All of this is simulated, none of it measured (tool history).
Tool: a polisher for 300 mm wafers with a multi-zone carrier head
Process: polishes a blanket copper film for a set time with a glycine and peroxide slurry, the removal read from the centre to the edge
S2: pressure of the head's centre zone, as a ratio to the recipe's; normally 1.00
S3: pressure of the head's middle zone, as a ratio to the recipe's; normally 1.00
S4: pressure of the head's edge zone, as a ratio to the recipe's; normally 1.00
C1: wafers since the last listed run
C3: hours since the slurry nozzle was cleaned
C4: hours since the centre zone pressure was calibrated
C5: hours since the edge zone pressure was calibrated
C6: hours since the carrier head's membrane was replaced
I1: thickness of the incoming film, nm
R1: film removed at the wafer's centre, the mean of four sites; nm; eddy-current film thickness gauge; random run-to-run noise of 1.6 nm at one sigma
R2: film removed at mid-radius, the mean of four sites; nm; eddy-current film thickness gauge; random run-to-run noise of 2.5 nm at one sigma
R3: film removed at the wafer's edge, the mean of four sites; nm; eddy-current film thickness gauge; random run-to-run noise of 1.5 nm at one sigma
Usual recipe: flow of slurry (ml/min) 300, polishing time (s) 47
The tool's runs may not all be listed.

run 1 hour=0.0 | flow_of_slurry_(ml/min)=300 S2=1.07 S3=0.90 S4=1.00 polishing_time_(s)=47 | C1=0 wafers_polished_on_this_pad=355 C3=401.8 C4=1357.1 C5=768.1 C6=739.0 | I1=1904.6 | R1=250.2 R2=185.2 R3=208.5
run 2 hour=16.6 | flow_of_slurry_(ml/min)=300 S2=1.00 S3=1.00 S4=1.00 polishing_time_(s)=53 | C1=179 wafers_polished_on_this_pad=535 C3=418.4 C4=1373.7 C5=784.7 C6=755.6 | I1=1876.5 | R1=266.0 R2=235.7 R3=234.1
-- hour=38.1 worn pad replaced by a new one
run 3 hour=38.6 | flow_of_slurry_(ml/min)=300 S2=1.00 S3=1.09 S4=1.00 polishing_time_(s)=47 | C1=195 wafers_polished_on_this_pad=4 C3=440.4 C4=1395.7 C5=806.7 C6=777.6 | I1=1886.1 | R1=232.1 R2=225.6 R3=207.8
run 4 hour=49.1 | flow_of_slurry_(ml/min)=300 S2=1.00 S3=1.09 S4=1.00 polishing_time_(s)=47 | C1=113 wafers_polished_on_this_pad=118 C3=450.9 C4=1406.2 C5=817.2 C6=788.1 | I1=1873.8 | R1=234.6 R2=223.1 R3=209.7
run 5 hour=59.4 | flow_of_slurry_(ml/min)=300 S2=1.00 S3=1.00 S4=1.00 polishing_time_(s)=47 | C1=111 wafers_polished_on_this_pad=230 C3=461.2 C4=1416.5 C5=827.5 C6=798.4 | I1=1883.4 | R1=232.9 R2=205.2 R3=204.8
run 6 hour=71.9 | flow_of_slurry_(ml/min)=225 S2=1.08 S3=1.00 S4=1.00 polishing_time_(s)=47 | C1=135 wafers_polished_on_this_pad=365 C3=473.7 C4=1429.0 C5=840.0 C6=810.9 | I1=1925.9 | R1=243.2 R2=196.4 R3=203.1
run 7 hour=85.1 | flow_of_slurry_(ml/min)=225 S2=1.08 S3=1.00 S4=1.00 polishing_time_(s)=47 | C1=143 wafers_polished_on_this_pad=508 C3=486.9 C4=1442.2 C5=853.2 C6=824.1 | I1=1909.4 | R1=242.7 R2=202.0 R3=203.7
run 8 hour=95.2 | flow_of_slurry_(ml/min)=230 S2=1.00 S3=1.00 S4=1.00 polishing_time_(s)=57 | C1=109 wafers_polished_on_this_pad=618 C3=497.0 C4=1452.3 C5=863.3 C6=834.2 | I1=1915.3 | R1=275.0 R2=242.7 R3=246.8
-- hour=105.1 edge zone pressure recalibrated
-- hour=113.7 worn pad replaced by a new one
run 9 hour=114.2 | flow_of_slurry_(ml/min)=300 S2=1.00 S3=1.03 S4=1.00 polishing_time_(s)=47 | C1=140 wafers_polished_on_this_pad=5 C3=516.0 C4=1471.3 C5=9.1 C6=853.2 | I1=1884.9 | R1=235.1 R2=212.7 R3=206.7
run 10 hour=126.0 | flow_of_slurry_(ml/min)=370 S2=1.08 S3=1.05 S4=1.00 polishing_time_(s)=54 | C1=127 wafers_polished_on_this_pad=133 C3=527.8 C4=1483.1 C5=20.9 C6=865.0 | I1=1887.4 | R1=300.6 R2=250.9 R3=241.8
-- hour=137.3 carrier head's membrane replaced by a new one
run 11 hour=137.8 | flow_of_slurry_(ml/min)=300 S2=1.00 S3=1.00 S4=1.00 polishing_time_(s)=47 | C1=73 wafers_polished_on_this_pad=207 C3=539.6 C4=1494.9 C5=32.7 C6=0.5 | I1=1932.1 | R1=236.5 R2=205.0 R3=210.9
run 12 hour=149.5 | flow_of_slurry_(ml/min)=300 S2=1.00 S3=1.00 S4=1.00 polishing_time_(s)=47 | C1=126 wafers_polished_on_this_pad=333 C3=551.3 C4=1506.6 C5=44.4 C6=12.2 | I1=1911.8 | R1=233.4 R2=207.0 R3=209.6
run 13 hour=158.5 | flow_of_slurry_(ml/min)=300 S2=1.11 S3=1.00 S4=1.00 polishing_time_(s)=36 | C1=97 wafers_polished_on_this_pad=431 C3=560.3 C4=1515.6 C5=53.4 C6=21.2 | I1=1894.6 | R1=198.8 R2=156.6 R3=160.1
-- hour=179.7 worn pad replaced by a new one
run 14 hour=180.2 | flow_of_slurry_(ml/min)=300 S2=1.12 S3=1.00 S4=1.00 polishing_time_(s)=47 | C1=191 wafers_polished_on_this_pad=5 C3=582.0 C4=1537.3 C5=75.1 C6=42.9 | I1=1901.2 | R1=259.9 R2=207.6 R3=208.3
-- hour=182.6 slurry nozzle cleaned
run 15 hour=192.2 | flow_of_slurry_(ml/min)=260 S2=0.89 S3=1.00 S4=1.00 polishing_time_(s)=47 | C1=119 wafers_polished_on_this_pad=124 C3=9.6 C4=1549.3 C5=87.1 C6=54.9 | I1=1888.9 | R1=205.2 R2=204.8 R3=207.9
-- hour=199.9 centre zone pressure recalibrated
run 16 hour=206.1 | flow_of_slurry_(ml/min)=275 S2=1.00 S3=1.00 S4=1.00 polishing_time_(s)=58 | C1=128 wafers_polished_on_this_pad=253 C3=23.5 C4=6.2 C5=101.0 C6=68.8 | I1=1875.7 | R1=256.0 R2=251.5 R3=256.5
run 17 hour=216.9 | flow_of_slurry_(ml/min)=300 S2=1.00 S3=1.00 S4=1.00 polishing_time_(s)=47 | C1=117 wafers_polished_on_this_pad=370 C3=34.3 C4=17.0 C5=111.8 C6=79.6 | I1=1916.9 | R1=214.8 R2=205.6 R3=207.6
run 18 hour=233.2 | flow_of_slurry_(ml/min)=335 S2=1.00 S3=1.00 S4=0.95 polishing_time_(s)=47 | C1=176 wafers_polished_on_this_pad=547 C3=50.6 C4=33.3 C5=128.1 C6=95.9 | I1=1922.2 | R1=216.6 R2=207.6 R3=205.0
run 19 hour=247.8 | flow_of_slurry_(ml/min)=210 S2=0.91 S3=0.96 S4=1.07 polishing_time_(s)=47 | C1=158 wafers_polished_on_this_pad=705 C3=65.2 C4=47.9 C5=142.7 C6=110.5 | I1=1933.3 | R1=187.1 R2=188.8 R3=206.3
-- hour=252.5 worn pad replaced by a new one
run 20 hour=255.1 | flow_of_slurry_(ml/min)=300 S2=1.00 S3=1.00 S4=1.00 polishing_time_(s)=43 | C1=35 wafers_polished_on_this_pad=27 C3=72.5 C4=55.2 C5=150.0 C6=117.8 | I1=1902.3 | R1=195.9 R2=188.6 R3=192.8
run 21 hour=269.1 | flow_of_slurry_(ml/min)=300 S2=1.00 S3=1.00 S4=1.00 polishing_time_(s)=47 | C1=151 wafers_polished_on_this_pad=179 C3=86.5 C4=69.2 C5=164.0 C6=131.8 | I1=1886.2 | R1=217.1 R2=207.6 R3=206.7

A few steps of R1 between consecutive runs. Split each: what settings, incoming material and random variation would produce without the hidden state, and what is left over for the hidden state, along with gauge scatter present in only one of the two compared results (measured, and without hidden state):
The tool's hidden condition here consists of: removal rate lost through wear of the pad, %; slurry flow missing at the pad, %; deviation of the centre zone's pressure from its setpoint, %; deviation of the edge zone's pressure from its setpoint, %.
Run 9 -> 10: flow of slurry (ml/min) 300 -> 370, S2 1.00 -> 1.08, S3 1.03 -> 1.05, polishing time (s) 47 -> 54. R1 +65.5 nm: hidden state +6.9, all else +58.6.
Run 10 -> 11: flow of slurry (ml/min) 370 -> 300, S2 1.08 -> 1.00, S3 1.05 -> 1.00, polishing time (s) 54 -> 47, carrier head's membrane replaced by a new one. R1 -64.1 nm: hidden state -6.7, all else -57.4.
Run 15 -> 16: flow of slurry (ml/min) 260 -> 275, S2 0.89 -> 1.00, polishing time (s) 47 -> 58, centre zone pressure recalibrated. R1 +50.8 nm: hidden state -16.6, all else +67.4.
